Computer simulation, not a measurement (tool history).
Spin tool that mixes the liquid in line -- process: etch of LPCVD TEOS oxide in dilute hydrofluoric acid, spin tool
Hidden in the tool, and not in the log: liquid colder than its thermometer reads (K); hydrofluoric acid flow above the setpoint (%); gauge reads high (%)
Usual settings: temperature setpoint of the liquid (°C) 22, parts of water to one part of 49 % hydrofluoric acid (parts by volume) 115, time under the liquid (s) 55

run,hour,temperature setpoint of the liquid (°C),parts of water to one part of 49 % hydrofluoric acid (parts by volume),time under the liquid (s),wafers since the last listed run,hours since the thermometer was replaced,hours since the hydrofluoric acid flow meter was replaced,hours since the gauge calibration,"read-back film thickness of the LPCVD TEOS oxide reference wafer, read on the same gauge (nm)",thickness taken off the LPCVD TEOS oxide on a monitor wafer (Å)
1,0,22,115,55,0,1373.9,545.6,846.9,120.03,172
2,66.5,22,115,55,553,1440.4,612.1,913.4,120.01,171.1
3,127.2,22,115,55,504,1501.1,672.8,974.1,120,171.3
4,201,22,115,55,613,1574.9,746.6,1047.9,120,172.2
5,303.9,22,115,55,855,1677.8,849.5,1150.8,120.02,169.8
6,393,22,115,55,740,1766.9,938.6,1239.9,120.02,170.8
7,500.9,22,115,55,897,1874.8,1046.5,1347.8,120.01,169.7
8,538.6,26,115,50,313,1912.5,1084.2,1385.5,120.01,180.7
9,600.7,22,140,55,516,1974.6,1146.3,1447.6,120.05,135.8
10,645.9,22,140,55,375,2019.8,1191.5,1492.8,120.01,134.6
11,690.8,22,115,55,373,2064.7,1236.4,1537.7,119.97,169.3
12,798.5,22,115,55,895,2172.4,1344.1,1645.4,119.99,168
# hour 895.2: gauge calibrated
13,899.1,22,115,55,836,2273,1444.7,3.9,119.99,167.6
14,936.4,22,115,55,310,2310.3,1482,41.2,119.98,169.5
15,1043.5,23.5,85,55,890,2417.4,1589.1,148.3,119.99,247.9
# hour 1063.9: thermometer replaced
16,1129.9,18,145,55,710,66,1675.5,234.7,120.03,116.3
17,1193.3,27,160,55,527,129.4,1738.9,298.1,120.02,145.7
18,1236,22,115,55,355,172.1,1781.6,340.8,119.99,174.7
19,1284.4,20,80,55,402,220.5,1830,389.2,119.98,242.2
20,1338.9,22,80,20,453,275,1884.5,443.7,120.02,95.2
# hour 1421.6: hydrofluoric acid flow meter replaced
21,1432.2,22,115,55,767,368.3,10.6,537,119.95,174.4
22,1506.1,20,80,55,614,442.2,84.5,610.9,120.02,240.1
23,1586.7,26,95,90,670,522.8,165.1,691.5,120.01,415.7
24,1636,18,75,25,409,572.1,214.4,740.8,119.98,107.7
25,1700.6,22,115,55,537,636.7,279,805.4,120,173.3
26,1798.2,22,115,55,811,734.3,376.6,903,120.02,172.7
27,1899.9,25.5,115,75,845,836,478.3,1004.7,120.04,273.5

Here are 3 independent what-if runs from the current tool condition. What would each one return?
A,1900.3,22,115,55,3,836.4,478.7,1005.1,?,?
B,1900.3,25.5,65,45,3,836.4,478.7,1005.1,?,?
C,1900.3,20,115,55,3,836.4,478.7,1005.1,?,?

run,"read-back film thickness of the LPCVD TEOS oxide reference wafer, read on the same gauge (nm)",thickness taken off the LPCVD TEOS oxide on a monitor wafer (Å)
A,119.99,173.6
B,119.99,307.5
C,119.99,160.1
With no hidden state in the tool, these same runs would have given:
run,thickness taken off the LPCVD TEOS oxide on a monitor wafer (Å)
A,177
B,313.5
C,163.3
